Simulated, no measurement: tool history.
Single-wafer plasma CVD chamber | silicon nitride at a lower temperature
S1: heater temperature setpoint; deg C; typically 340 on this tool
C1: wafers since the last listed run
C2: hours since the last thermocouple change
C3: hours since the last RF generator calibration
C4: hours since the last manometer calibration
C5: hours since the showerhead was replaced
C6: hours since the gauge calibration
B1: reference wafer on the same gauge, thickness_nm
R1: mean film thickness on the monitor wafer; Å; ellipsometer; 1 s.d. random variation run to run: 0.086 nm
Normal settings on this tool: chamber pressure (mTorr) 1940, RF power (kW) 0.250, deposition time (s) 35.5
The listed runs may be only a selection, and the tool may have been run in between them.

Run 1, hour 0.0: usual settings; C1 0; C2 485.4; C3 1426.6; C4 966.6; C5 5184.2; C6 151.7; B1 39.679. Result: R1 359.50 Å.
Run 2, hour 16.6: usual settings; C1 223; C2 502.0; C3 1443.2; C4 983.2; C5 5200.8; C6 168.3; B1 39.662. Result: R1 361.55 Å.
Run 3, hour 94.4: usual settings; C1 1047; C2 579.8; C3 1521.0; C4 1061.0; C5 5278.6; C6 246.1; B1 39.670. Result: R1 359.31 Å.
Run 4, hour 115.8: usual settings; C1 288; C2 601.2; C3 1542.4; C4 1082.4; C5 5300.0; C6 267.5; B1 39.708. Result: R1 359.64 Å.
At hour 147.6: gauge calibrated.
Run 5, hour 150.6: usual settings but RF power (kW) 0.270; C1 468; C2 636.0; C3 1577.2; C4 1117.2; C5 5334.8; C6 3.0; B1 39.741. Result: R1 373.99 Å.
At hour 177.2: showerhead replaced.
At hour 178.2: RF generator calibrated.
Run 6, hour 178.7: usual settings but RF power (kW) 0.270; C1 256; C2 664.1; C3 0.5; C4 1145.3; C5 1.5; C6 31.1; B1 39.746. Result: R1 373.21 Å.
Run 7, hour 199.0: usual settings but RF power (kW) 0.270; C1 273; C2 684.4; C3 20.8; C4 1165.6; C5 21.8; C6 51.4; B1 39.707. Result: R1 372.19 Å.
Run 8, hour 220.4: usual settings but chamber pressure (mTorr) 2190; C1 288; C2 705.8; C3 42.2; C4 1187.0; C5 43.2; C6 72.8; B1 39.679. Result: R1 374.26 Å.
At hour 228.7: capacitance manometer re-zeroed and calibrated.
Run 9, hour 249.9: usual settings but chamber pressure (mTorr) 2090; C1 289; C2 735.3; C3 71.7; C4 21.2; C5 72.7; C6 102.3; B1 39.701. Result: R1 377.37 Å.
Run 10, hour 284.7: usual settings but chamber pressure (mTorr) 2200; C1 468; C2 770.1; C3 106.5; C4 56.0; C5 107.5; C6 137.1; B1 39.697. Result: R1 382.96 Å.
Run 11, hour 313.6: usual settings but S1 328 deg C, chamber pressure (mTorr) 1610, RF power (kW) 0.210; C1 389; C2 799.0; C3 135.4; C4 84.9; C5 136.4; C6 166.0; B1 39.677. Result: R1 318.09 Å.
Run 12, hour 335.8: usual settings; C1 298; C2 821.2; C3 157.6; C4 107.1; C5 158.6; C6 188.2; B1 39.702. Result: R1 368.35 Å.
At hour 344.8: thermocouple changed; heater temperature recalibrated.
Run 13, hour 370.9: usual settings but chamber pressure (mTorr) 1600; C1 364; C2 26.1; C3 192.7; C4 142.2; C5 193.7; C6 223.3; B1 39.682. Result: R1 345.99 Å.
Run 14, hour 384.1: usual settings but S1 348 deg C, chamber pressure (mTorr) 2230, RF power (kW) 0.230, deposition time (s) 33.3; C1 177; C2 39.3; C3 205.9; C4 155.4; C5 206.9; C6 236.5; B1 39.697. Result: R1 343.49 Å.
Run 15, hour 403.2: usual settings but S1 355 deg C, RF power (kW) 0.210; C1 257; C2 58.4; C3 225.0; C4 174.5; C5 226.0; C6 255.6; B1 39.688. Result: R1 335.18 Å.
Run 16, hour 416.9: usual settings; C1 184; C2 72.1; C3 238.7; C4 188.2; C5 239.7; C6 269.3; B1 39.716. Result: R1 366.83 Å.
Run 17, hour 431.8: usual settings but chamber pressure (mTorr) 2200; C1 200; C2 87.0; C3 253.6; C4 203.1; C5 254.6; C6 284.2; B1 39.666. Result: R1 382.72 Å.

Run by run, hidden condition taken away, random variation retained:
The hidden state here: wafer temperature above the value expected at the setpoint (K); delivered RF power above the setpoint (%); true pressure above the setpoint (%); gauge reads high (%).
run      R1
  1  368.34
  2  370.60
  3  369.04
  4  369.59
  5  384.67
  6  384.15
  7  383.31
  8  384.97
  9  377.76
 10  383.65
 11  318.93
 12  369.50
 13  347.39
 14  344.87
 15  336.76
 16  368.68
 17  384.66
